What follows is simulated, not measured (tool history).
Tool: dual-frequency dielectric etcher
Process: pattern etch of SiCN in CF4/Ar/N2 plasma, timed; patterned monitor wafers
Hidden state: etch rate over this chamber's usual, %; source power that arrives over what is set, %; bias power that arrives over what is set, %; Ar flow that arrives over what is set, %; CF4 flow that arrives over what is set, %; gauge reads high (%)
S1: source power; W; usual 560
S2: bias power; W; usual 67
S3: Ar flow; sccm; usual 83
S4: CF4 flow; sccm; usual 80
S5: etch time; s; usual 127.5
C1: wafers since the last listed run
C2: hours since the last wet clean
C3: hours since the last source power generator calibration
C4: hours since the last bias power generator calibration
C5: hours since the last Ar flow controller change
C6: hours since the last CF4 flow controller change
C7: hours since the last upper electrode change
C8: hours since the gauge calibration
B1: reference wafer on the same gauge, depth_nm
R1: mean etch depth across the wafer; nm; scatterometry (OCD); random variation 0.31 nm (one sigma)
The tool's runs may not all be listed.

run    hour   S1  S2  S3   S4     S5    C1     C2      C3      C4      C5      C6      C7     C8     B1     R1
  1     0.0  560  67  83   80  127.5     0    1.2  2031.0  1592.6  1384.4  3468.6  4149.2  420.3  128.1  131.7
  2    66.0  510  67  83   80  127.5   589   67.2  2097.0  1658.6  1450.4  3534.6  4215.2  486.3  127.8  119.2
  3    91.0  560  67  83   80  127.5   223   92.2  2122.0  1683.6  1475.4  3559.6  4240.2  511.3  128.1  131.8
  4   231.2  560  67  83   80  127.5  1253  232.4  2262.2  1823.8  1615.6  3699.8  4380.4  651.5  128.0  132.2
  5   266.5  560  67  83   80  127.5   315  267.7  2297.5  1859.1  1650.9  3735.1  4415.7  686.8  128.0  132.3
  6   315.9  560  67  83   80  127.5   441  317.1  2346.9  1908.5  1700.3  3784.5  4465.1  736.2  128.0  132.1
  7   344.0  560  67  83   80  127.5   251  345.2  2375.0  1936.6  1728.4  3812.6  4493.2  764.3  127.9  132.6
      376.5  -- upper electrode replaced
  8   398.8  560  67  83   80  127.5   275  400.0  2429.8  1991.4  1783.2  3867.4    22.3  819.1  128.0  132.6
  9   434.1  470  67  94   80  127.5   315  435.3  2465.1  2026.7  1818.5  3902.7    57.6  854.4  128.0  107.7
      467.0  -- CF4 flow controller replaced
 10   500.0  560  67  83   80  127.5   535  501.2  2531.0  2092.6  1884.4    33.0   123.5  920.3  127.9  132.7
      525.4  -- wet clean of the chamber
 11   534.5  560  67  83   80  127.5    93    9.1  2565.5  2127.1  1918.9    67.5   158.0  954.8  127.9  133.0
      535.7  -- gauge calibrated
 12   562.6  560  67  83   80  127.5   251   37.2  2593.6  2155.2  1947.0    95.6   186.1   26.9  127.9  133.0
 13   624.0  560  67  67   80  159.0   548   98.6  2655.0  2216.6  2008.4   157.0   247.5   88.3  127.9  171.9
      667.7  -- bias power generator calibrated
 14   685.7  610  71  83   80  127.5   515  160.3  2716.7    18.0  2070.1   218.7   309.2  150.0  128.1  147.7
      692.8  -- source power generator calibrated
      697.1  -- Ar flow controller replaced
 15   746.4  560  67  83  100  116.0   468  221.0    53.6    78.7    49.3   279.4   369.9  210.7  128.0  124.1
 16   816.4  480  50  83   80  127.5   625  291.0   123.6   148.7   119.3   349.4   439.9  280.7  128.0  103.6
 17   856.8  560  67  83   80  127.5   361  331.4   164.0   189.1   159.7   389.8   480.3  321.1  127.9  130.9
 18   920.6  660  67  83   73  127.5   570  395.2   227.8   252.9   223.5   453.6   544.1  384.9  128.2  153.9
 19   976.7  560  67  72   80  127.5   501  451.3   283.9   309.0   279.6   509.7   600.2  441.0  128.0  134.8
 20  1012.5  650  72  83   80  106.5   320  487.1   319.7   344.8   315.4   545.5   636.0  476.8  127.9  130.7
 21  1074.7  660  67  93   80  140.0   555  549.3   381.9   407.0   377.6   607.7   698.2  539.0  128.1  167.2
     1103.0  -- wet clean of the chamber
 22  1146.2  560  67  83   80  159.0   424   43.2   453.4   478.5   449.1   679.2   769.7  610.5  128.0  163.6

Forecast each of these 3 alternatives for the next run:
  A  1146.7  560  67  83  80  127.5   4  43.7  453.9  479.0  449.6  679.7  770.2  611.0   ?   ?
  B  1146.7  560  67  83  68  156.0   4  43.7  453.9  479.0  449.6  679.7  770.2  611.0   ?   ?
  C  1146.7  560  67  83  65  127.5   4  43.7  453.9  479.0  449.6  679.7  770.2  611.0   ?   ?

run     B1     R1
  A  128.0  131.3
  B  128.0  156.6
  C  128.0  127.0
Without the tool's hidden state the same runs would have given:
run     R1
  A  130.8
  B  155.9
  C  126.4
